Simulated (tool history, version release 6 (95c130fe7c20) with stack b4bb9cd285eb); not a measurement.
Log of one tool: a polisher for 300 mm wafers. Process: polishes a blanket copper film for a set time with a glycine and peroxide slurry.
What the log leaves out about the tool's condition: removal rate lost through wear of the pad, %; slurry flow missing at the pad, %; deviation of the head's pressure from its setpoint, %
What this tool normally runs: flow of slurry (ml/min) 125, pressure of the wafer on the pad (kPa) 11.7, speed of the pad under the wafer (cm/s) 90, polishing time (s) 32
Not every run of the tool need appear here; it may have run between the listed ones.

| run | day | flow of slurry (ml/min) | pressure of the wafer on the pad (kPa) | speed of the pad under the wafer (cm/s) | polishing time (s) | wafers since the last listed run | wafers polished on this pad | hours since the slurry nozzle was cleaned | hours since the head pressure was calibrated | incoming thickness of the incoming film, nm | film removed (nm) |
|---|---|---|---|---|---|---|---|---|---|---|---|
| 1 | 0.000 | 125 | 11.7 | 90 | 32 | 0 | 162 | 578.6 | 539.9 | 2085.8 | 96.8 |
| 2 | 2.242 | 125 | 11.7 | 90 | 32 | 491 | 654 | 632.4 | 593.7 | 2080.9 | 96.5 |
| 3 | 5.338 | 150 | 11.7 | 90 | 32 | 679 | 1333 | 706.7 | 668.0 | 2105.0 | 101.7 |
| 4 | 9.308 | 150 | 11.7 | 90 | 32 | 871 | 2205 | 802.0 | 763.3 | 2090.7 | 101.5 |
|  | 10.496 | worn pad replaced by a new one |
| 5 | 11.288 | 125 | 11.7 | 90 | 32 | 397 | 173 | 849.5 | 810.8 | 2100.7 | 96.1 |
|  | 13.062 | slurry nozzle cleaned |
| 6 | 14.400 | 125 | 13.1 | 90 | 32 | 673 | 847 | 32.1 | 885.5 | 2091.7 | 95.4 |
| 7 | 18.721 | 125 | 13.1 | 90 | 32 | 948 | 1795 | 135.8 | 989.2 | 2068.6 | 90.3 |
|  | 22.067 | worn pad replaced by a new one |
|  | 22.246 | head pressure recalibrated |
| 8 | 22.804 | 125 | 13.1 | 90 | 32 | 841 | 143 | 233.8 | 13.4 | 2087.5 | 87.0 |
|  | 23.567 | slurry nozzle cleaned, repeated, since the last time left the tool worse |
| 9 | 25.633 | 125 | 9.0 | 78 | 32 | 611 | 754 | 49.6 | 81.3 | 2109.5 | 81.0 |
| 10 | 28.408 | 125 | 9.0 | 78 | 32 | 608 | 1363 | 116.2 | 147.9 | 2049.1 | 77.9 |
| 11 | 30.838 | 150 | 9.0 | 100 | 22 | 532 | 1896 | 174.5 | 206.2 | 2079.3 | 62.9 |
| 12 | 34.871 | 90 | 11.7 | 90 | 32 | 884 | 2781 | 271.3 | 303.0 | 2073.3 | 88.8 |
|  | 35.088 | worn pad replaced by a new one |
| 13 | 37.650 | 125 | 11.7 | 90 | 32 | 573 | 562 | 338.0 | 369.7 | 2050.6 | 99.1 |
| 14 | 41.388 | 145 | 9.7 | 104 | 24 | 820 | 1382 | 427.7 | 459.4 | 2078.2 | 71.8 |
| 15 | 44.767 | 145 | 14.5 | 122 | 32 | 741 | 2123 | 508.8 | 540.5 | 2098.2 | 142.4 |
| 16 | 48.629 | 125 | 11.7 | 58 | 25 | 847 | 2971 | 601.5 | 633.2 | 2134.9 | 63.2 |
|  | 49.775 | worn pad replaced by a new one |
| 17 | 52.517 | 125 | 9.0 | 78 | 32 | 816 | 601 | 694.8 | 726.5 | 2097.4 | 75.6 |
| 18 | 56.450 | 125 | 11.7 | 90 | 32 | 863 | 1464 | 789.2 | 820.9 | 2057.0 | 98.6 |
|  | 60.875 | worn pad replaced by a new one |
| 19 | 60.896 | 125 | 10.3 | 90 | 36 | 938 | 4 | 895.9 | 927.6 | 2092.5 | 100.5 |
|  | 61.142 | slurry nozzle cleaned |
| 20 | 64.338 | 125 | 11.7 | 102 | 32 | 746 | 750 | 76.7 | 1010.2 | 2092.8 | 109.3 |

5 ways to go on from here, each from the tool as it stands after run 20. What would each give?
| A | 64.354 | 170 | 11.7 | 90 | 32 | 2 | 753 | 77.1 | 1010.6 | 2118.1 | ? |
| B | 64.354 | 165 | 11.7 | 90 | 32 | 2 | 753 | 77.1 | 1010.6 | 2118.1 | ? |
| C | 64.354 | 125 | 11.7 | 90 | 39 | 2 | 753 | 77.1 | 1010.6 | 2118.1 | ? |
| D | 64.354 | 150 | 14.5 | 90 | 32 | 2 | 753 | 77.1 | 1010.6 | 2118.1 | ? |
| E | 64.354 | 165 | 11.7 | 90 | 42 | 2 | 753 | 77.1 | 1010.6 | 2118.1 | ? |

| run | film removed (nm) |
|---|---|
| A | 107.4 |
| B | 106.8 |
| C | 123.0 |
| D | 122.7 |
| E | 140.2 |
Without the tool's unlogged condition, the same runs would have read:
| run | film removed (nm) |
|---|---|
| A | 108.5 |
| B | 108.0 |
| C | 124.8 |
| D | 124.3 |
| E | 141.8 |

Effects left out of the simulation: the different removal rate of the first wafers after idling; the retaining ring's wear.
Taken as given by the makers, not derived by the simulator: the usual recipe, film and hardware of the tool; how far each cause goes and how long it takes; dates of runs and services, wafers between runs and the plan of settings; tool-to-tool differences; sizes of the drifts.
